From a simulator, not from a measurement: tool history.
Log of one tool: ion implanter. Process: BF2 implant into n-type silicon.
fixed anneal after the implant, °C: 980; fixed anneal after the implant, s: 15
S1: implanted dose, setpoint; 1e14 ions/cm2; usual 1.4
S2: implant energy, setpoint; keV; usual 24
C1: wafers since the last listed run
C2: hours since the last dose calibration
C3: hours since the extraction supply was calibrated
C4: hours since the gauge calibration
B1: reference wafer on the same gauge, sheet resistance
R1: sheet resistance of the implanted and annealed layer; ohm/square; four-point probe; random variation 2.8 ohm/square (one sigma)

run 1 hour=0 | S1=1.4 S2=24 | C1=0 C2=386.6 C3=3398.7 C4=1173.3 | B1=894.8 | R1=763.58
run 2 hour=47 | S1=1.4 S2=24 | C1=462 C2=433.6 C3=3445.7 C4=1220.3 | B1=895.68 | R1=762.7
-- hour=74.1 Faraday cup replaced and dose calibrated
run 3 hour=108.7 | S1=1.4 S2=24 | C1=528 C2=34.6 C3=3507.4 C4=1282 | B1=896.29 | R1=763
run 4 hour=156.3 | S1=1.4 S2=24 | C1=468 C2=82.2 C3=3555 C4=1329.6 | B1=896.12 | R1=767.49
run 5 hour=195.5 | S1=1.4 S2=24 | C1=385 C2=121.4 C3=3594.2 C4=1368.8 | B1=896.32 | R1=766.43
run 6 hour=229.3 | S1=1.4 S2=24 | C1=332 C2=155.2 C3=3628 C4=1402.6 | B1=896.43 | R1=762.47
run 7 hour=254.7 | S1=1.4 S2=24 | C1=249 C2=180.6 C3=3653.4 C4=1428 | B1=897.46 | R1=764.61
run 8 hour=320.8 | S1=1.4 S2=24 | C1=649 C2=246.7 C3=3719.5 C4=1494.1 | B1=897.27 | R1=766.97
run 9 hour=383.4 | S1=1.4 S2=24 | C1=615 C2=309.3 C3=3782.1 C4=1556.7 | B1=897.37 | R1=760.28
-- hour=505.3 gauge calibrated
run 10 hour=530.3 | S1=1.17 S2=24 | C1=1444 C2=456.2 C3=3929 C4=25 | B1=867.53 | R1=859.43
run 11 hour=587.6 | S1=1.1 S2=24 | C1=563 C2=513.5 C3=3986.3 C4=82.3 | B1=872.07 | R1=914.06
-- hour=627.1 Faraday cup replaced and dose calibrated
run 12 hour=627.6 | S1=1.1 S2=24 | C1=314 C2=0.5 C3=4026.3 C4=122.3 | B1=874.17 | R1=904.13
run 13 hour=660.5 | S1=1.1 S2=24 | C1=323 C2=33.4 C3=4059.2 C4=155.2 | B1=876.76 | R1=917.55
run 14 hour=687.4 | S1=1.54 S2=30.5 | C1=264 C2=60.3 C3=4086.1 C4=182.1 | B1=878.22 | R1=668.45
run 15 hour=742.7 | S1=1.54 S2=30.5 | C1=543 C2=115.6 C3=4141.4 C4=237.4 | B1=880.19 | R1=672.35
-- hour=752.7 extraction supply calibrated
run 16 hour=794.7 | S1=1.4 S2=21.5 | C1=432 C2=167.6 C3=42 C4=289.4 | B1=882.67 | R1=766.36
run 17 hour=861.1 | S1=1.4 S2=17 | C1=652 C2=234 C3=108.4 C4=355.8 | B1=884.92 | R1=789.45
run 18 hour=897.5 | S1=1.66 S2=29 | C1=357 C2=270.4 C3=144.8 C4=392.2 | B1=885.5 | R1=642.72
run 19 hour=969.1 | S1=1.18 S2=30 | C1=704 C2=342 C3=216.4 C4=463.8 | B1=888.06 | R1=839.9
run 20 hour=1032.6 | S1=1.21 S2=27 | C1=624 C2=405.5 C3=279.9 C4=527.3 | B1=890.23 | R1=838.89
run 21 hour=1081.1 | S1=1.73 S2=24 | C1=476 C2=454 C3=328.4 C4=575.8 | B1=891.28 | R1=633.71
run 22 hour=1121.6 | S1=1.09 S2=17.5 | C1=398 C2=494.5 C3=368.9 C4=616.3 | B1=892.57 | R1=993.52
run 23 hour=1174.7 | S1=1.4 S2=24 | C1=522 C2=547.6 C3=422 C4=669.4 | B1=893.54 | R1=760.3
-- hour=1198.1 Faraday cup replaced and dose calibrated
run 24 hour=1211.2 | S1=1.4 S2=24 | C1=280 C2=13.1 C3=458.5 C4=705.9 | B1=894.35 | R1=761.03
run 25 hour=1239.1 | S1=1.4 S2=24 | C1=274 C2=41 C3=486.4 C4=733.8 | B1=894.3 | R1=766.8
run 26 hour=1303.4 | S1=1.4 S2=24 | C1=632 C2=105.3 C3=550.7 C4=798.1 | B1=896.47 | R1=765.7
run 27 hour=1333.9 | S1=1.09 S2=24 | C1=299 C2=135.8 C3=581.2 C4=828.6 | B1=896.72 | R1=944.9
run 28 hour=1396.9 | S1=1.4 S2=29 | C1=619 C2=198.8 C3=644.2 C4=891.6 | B1=897.82 | R1=740.79
run 29 hour=1478.2 | S1=1.13 S2=29.5 | C1=799 C2=280.1 C3=725.5 C4=972.9 | B1=899.02 | R1=882.15
run 30 hour=1525.6 | S1=1.4 S2=24 | C1=466 C2=327.5 C3=772.9 C4=1020.3 | B1=900.03 | R1=767.09
run 31 hour=1595.3 | S1=1.55 S2=24 | C1=685 C2=397.2 C3=842.6 C4=1090 | B1=900.62 | R1=705.14
run 32 hour=1623.3 | S1=1.4 S2=24 | C1=275 C2=425.2 C3=870.6 C4=1118 | B1=899.79 | R1=763.46

5 ways to go on from here, each from the tool as it stands after run 32. What would each give?
run A hour=1623.7 | S1=1.4 S2=24 | C1=3 C2=425.6 C3=871 C4=1118.4 | B1=? | R1=?
run B hour=1623.7 | S1=1.4 S2=15.5 | C1=3 C2=425.6 C3=871 C4=1118.4 | B1=? | R1=?
run C hour=1623.7 | S1=1.28 S2=24 | C1=3 C2=425.6 C3=871 C4=1118.4 | B1=? | R1=?
run D hour=1623.7 | S1=1.65 S2=21.5 | C1=3 C2=425.6 C3=871 C4=1118.4 | B1=? | R1=?
run E hour=1623.7 | S1=1.73 S2=26.5 | C1=3 C2=425.6 C3=871 C4=1118.4 | B1=? | R1=?

run=A B1=900.81 R1=767.73
run=B B1=900.81 R1=812.49
run=C B1=900.81 R1=827.94
run=D B1=900.81 R1=675.83
run=E B1=900.81 R1=635.45
Without the tool's hidden state the same runs would have given:
run=A R1=732.45
run=B R1=775.15
run=C R1=789.89
run=D R1=644.77
run=E R1=606.24
